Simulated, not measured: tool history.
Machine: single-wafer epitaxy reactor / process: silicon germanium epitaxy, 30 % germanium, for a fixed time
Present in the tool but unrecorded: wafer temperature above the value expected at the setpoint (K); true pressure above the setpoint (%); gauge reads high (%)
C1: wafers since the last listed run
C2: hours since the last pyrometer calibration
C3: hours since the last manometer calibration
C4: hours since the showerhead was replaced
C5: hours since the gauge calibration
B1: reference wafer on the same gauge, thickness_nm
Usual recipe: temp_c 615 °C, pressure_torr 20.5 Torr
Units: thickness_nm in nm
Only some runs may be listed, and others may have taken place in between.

{"run": 1, "day": 0.0, "temp_c": 615, "pressure_torr": 20.5, "C1": 0, "C2": 939.1, "C3": 2002.2, "C4": 3302.1, "C5": 433.9, "B1": 78.649, "thickness_nm": 81.743}
{"run": 2, "day": 3.817, "temp_c": 615, "pressure_torr": 20.5, "C1": 1170, "C2": 1030.7, "C3": 2093.8, "C4": 3393.7, "C5": 525.5, "B1": 78.774, "thickness_nm": 81.79}
{"run": 3, "day": 7.475, "temp_c": 615, "pressure_torr": 20.5, "C1": 1121, "C2": 1118.5, "C3": 2181.6, "C4": 3481.5, "C5": 613.3, "B1": 78.662, "thickness_nm": 81.137}
{"run": 4, "day": 11.479, "temp_c": 615, "pressure_torr": 22.2, "C1": 1227, "C2": 1214.6, "C3": 2277.7, "C4": 3577.6, "C5": 709.4, "B1": 78.733, "thickness_nm": 85.24}
{"run": 5, "day": 14.367, "temp_c": 615, "pressure_torr": 20.5, "C1": 885, "C2": 1283.9, "C3": 2347, "C4": 3646.9, "C5": 778.7, "B1": 78.561, "thickness_nm": 80.619}
{"run": 6, "day": 17.888, "temp_c": 607, "pressure_torr": 22.2, "C1": 1079, "C2": 1368.4, "C3": 2431.5, "C4": 3731.4, "C5": 863.2, "B1": 78.74, "thickness_nm": 74.869}
{"day": 18.462, "done": "capacitance manometer re-zeroed and calibrated"}
{"run": 7, "day": 20.104, "temp_c": 607, "pressure_torr": 22.2, "C1": 577, "C2": 1421.6, "C3": 39.4, "C4": 3784.6, "C5": 916.4, "B1": 78.758, "thickness_nm": 75.2}
{"run": 8, "day": 24.079, "temp_c": 607, "pressure_torr": 22.2, "C1": 1218, "C2": 1517, "C3": 134.8, "C4": 3880, "C5": 1011.8, "B1": 78.733, "thickness_nm": 75.249}
{"run": 9, "day": 27.971, "temp_c": 615, "pressure_torr": 20.5, "C1": 1193, "C2": 1610.4, "C3": 228.2, "C4": 3973.4, "C5": 1105.2, "B1": 78.791, "thickness_nm": 80.631}
{"run": 10, "day": 29.688, "temp_c": 615, "pressure_torr": 20.5, "C1": 526, "C2": 1651.6, "C3": 269.4, "C4": 4014.6, "C5": 1146.4, "B1": 78.702, "thickness_nm": 80.017}
{"run": 11, "day": 31.346, "temp_c": 615, "pressure_torr": 20.5, "C1": 508, "C2": 1691.4, "C3": 309.2, "C4": 4054.4, "C5": 1186.2, "B1": 78.608, "thickness_nm": 79.943}
{"run": 12, "day": 35.462, "temp_c": 615, "pressure_torr": 21.6, "C1": 1262, "C2": 1790.2, "C3": 408, "C4": 4153.2, "C5": 1285, "B1": 78.705, "thickness_nm": 82.38}
{"run": 13, "day": 38.562, "temp_c": 615, "pressure_torr": 20.5, "C1": 950, "C2": 1864.6, "C3": 482.4, "C4": 4227.6, "C5": 1359.4, "B1": 78.707, "thickness_nm": 78.466}
{"run": 14, "day": 40.096, "temp_c": 615, "pressure_torr": 20.5, "C1": 470, "C2": 1901.4, "C3": 519.2, "C4": 4264.4, "C5": 1396.2, "B1": 78.713, "thickness_nm": 79.122}
{"run": 15, "day": 41.988, "temp_c": 620, "pressure_torr": 22, "C1": 579, "C2": 1946.8, "C3": 564.6, "C4": 4309.8, "C5": 1441.6, "B1": 78.724, "thickness_nm": 90.019}
{"run": 16, "day": 44.542, "temp_c": 619, "pressure_torr": 25.2, "C1": 783, "C2": 2008.1, "C3": 625.9, "C4": 4371.1, "C5": 1502.9, "B1": 78.705, "thickness_nm": 95.052}
{"run": 17, "day": 46.079, "temp_c": 615, "pressure_torr": 22, "C1": 471, "C2": 2045, "C3": 662.8, "C4": 4408, "C5": 1539.8, "B1": 78.752, "thickness_nm": 82.283}
{"run": 18, "day": 48.029, "temp_c": 620, "pressure_torr": 24.9, "C1": 597, "C2": 2091.8, "C3": 709.6, "C4": 4454.8, "C5": 1586.6, "B1": 78.659, "thickness_nm": 95.634}
{"day": 49.579, "done": "pyrometer calibrated"}
{"run": 19, "day": 51.054, "temp_c": 615, "pressure_torr": 20.5, "C1": 825, "C2": 35.4, "C3": 782.2, "C4": 4527.4, "C5": 1659.2, "B1": 78.716, "thickness_nm": 75.105}
{"run": 20, "day": 57.617, "temp_c": 615, "pressure_torr": 17.2, "C1": 2011, "C2": 192.9, "C3": 939.7, "C4": 4684.9, "C5": 1816.7, "B1": 78.855, "thickness_nm": 65.954}
{"run": 21, "day": 60.883, "temp_c": 615, "pressure_torr": 20.5, "C1": 1001, "C2": 271.3, "C3": 1018.1, "C4": 4763.3, "C5": 1895.1, "B1": 78.771, "thickness_nm": 75.166}
{"run": 22, "day": 63.988, "temp_c": 624, "pressure_torr": 17.4, "C1": 951, "C2": 345.8, "C3": 1092.6, "C4": 4837.8, "C5": 1969.6, "B1": 78.699, "thickness_nm": 76.8}
{"run": 23, "day": 67.529, "temp_c": 622, "pressure_torr": 20.5, "C1": 1085, "C2": 430.8, "C3": 1177.6, "C4": 4922.8, "C5": 2054.6, "B1": 78.641, "thickness_nm": 84.225}
{"day": 68.204, "done": "showerhead replaced"}
{"day": 68.688, "done": "pyrometer calibrated, repeated, since the last time left the tool worse"}
{"run": 24, "day": 71.242, "temp_c": 615, "pressure_torr": 17.2, "C1": 933, "C2": 61.3, "C3": 1266.7, "C4": 72.9, "C5": 2143.7, "B1": 78.762, "thickness_nm": 72.185}
{"day": 71.971, "done": "gauge calibrated"}
{"run": 25, "day": 74.662, "temp_c": 603, "pressure_torr": 17.5, "C1": 1048, "C2": 143.4, "C3": 1348.8, "C4": 155, "C5": 64.6, "B1": 78.694, "thickness_nm": 61.029}
{"run": 26, "day": 77.112, "temp_c": 615, "pressure_torr": 20.5, "C1": 751, "C2": 202.2, "C3": 1407.6, "C4": 213.8, "C5": 123.4, "B1": 78.683, "thickness_nm": 82.525}
{"run": 27, "day": 81.229, "temp_c": 615, "pressure_torr": 20.5, "C1": 1262, "C2": 301, "C3": 1506.4, "C4": 312.6, "C5": 222.2, "B1": 78.711, "thickness_nm": 82.155}
{"run": 28, "day": 84.133, "temp_c": 624, "pressure_torr": 15.5, "C1": 890, "C2": 370.7, "C3": 1576.1, "C4": 382.3, "C5": 291.9, "B1": 78.776, "thickness_nm": 76.56}
{"run": 29, "day": 87.867, "temp_c": 622, "pressure_torr": 16.2, "C1": 1144, "C2": 460.3, "C3": 1665.7, "C4": 471.9, "C5": 381.5, "B1": 78.705, "thickness_nm": 77.225}
{"run": 30, "day": 89.8, "temp_c": 600, "pressure_torr": 23.6, "C1": 592, "C2": 506.7, "C3": 1712.1, "C4": 518.3, "C5": 427.9, "B1": 78.704, "thickness_nm": 71.078}
{"run": 31, "day": 92.567, "temp_c": 615, "pressure_torr": 20.5, "C1": 848, "C2": 573.1, "C3": 1778.5, "C4": 584.7, "C5": 494.3, "B1": 78.672, "thickness_nm": 81.944}
{"run": 32, "day": 94.183, "temp_c": 615, "pressure_torr": 22, "C1": 495, "C2": 611.9, "C3": 1817.3, "C4": 623.5, "C5": 533.1, "B1": 78.775, "thickness_nm": 85.833}
{"day": 98.117, "done": "capacitance manometer re-zeroed and calibrated"}
{"run": 33, "day": 98.529, "temp_c": 626, "pressure_torr": 17.8, "C1": 1230, "C2": 716.2, "C3": 9.9, "C4": 727.8, "C5": 637.4, "B1": 78.817, "thickness_nm": 87.704}
{"run": 34, "day": 100.329, "temp_c": 609, "pressure_torr": 15.4, "C1": 551, "C2": 759.4, "C3": 53.1, "C4": 771, "C5": 680.6, "B1": 78.678, "thickness_nm": 60.061}

Here are 5 independent what-if runs from the current tool condition. What would each one return?
{"run": "A", "day": 100.346, "temp_c": 608, "pressure_torr": 20.5, "C1": 5, "C2": 759.8, "C3": 53.5, "C4": 771.4, "C5": 681, "B1": "?", "thickness_nm": "?"}
{"run": "B", "day": 100.346, "temp_c": 621, "pressure_torr": 23.5, "C1": 5, "C2": 759.8, "C3": 53.5, "C4": 771.4, "C5": 681, "B1": "?", "thickness_nm": "?"}
{"run": "C", "day": 100.346, "temp_c": 622, "pressure_torr": 25, "C1": 5, "C2": 759.8, "C3": 53.5, "C4": 771.4, "C5": 681, "B1": "?", "thickness_nm": "?"}
{"run": "D", "day": 100.346, "temp_c": 619, "pressure_torr": 23.5, "C1": 5, "C2": 759.8, "C3": 53.5, "C4": 771.4, "C5": 681, "B1": "?", "thickness_nm": "?"}
{"run": "E", "day": 100.346, "temp_c": 615, "pressure_torr": 15.8, "C1": 5, "C2": 759.8, "C3": 53.5, "C4": 771.4, "C5": 681, "B1": "?", "thickness_nm": "?"}

run=A B1=78.702 thickness_nm=73.87
run=B B1=78.702 thickness_nm=98.844
run=C B1=78.702 thickness_nm=104.259
run=D B1=78.702 thickness_nm=95.846
run=E B1=78.702 thickness_nm=67.651
The same runs, with their run-to-run variation unchanged, on a tool lacking any hidden condition would have given:
run=A thickness_nm=74.414
run=B thickness_nm=99.552
run=C thickness_nm=105.004
run=D thickness_nm=96.536
run=E thickness_nm=68.142
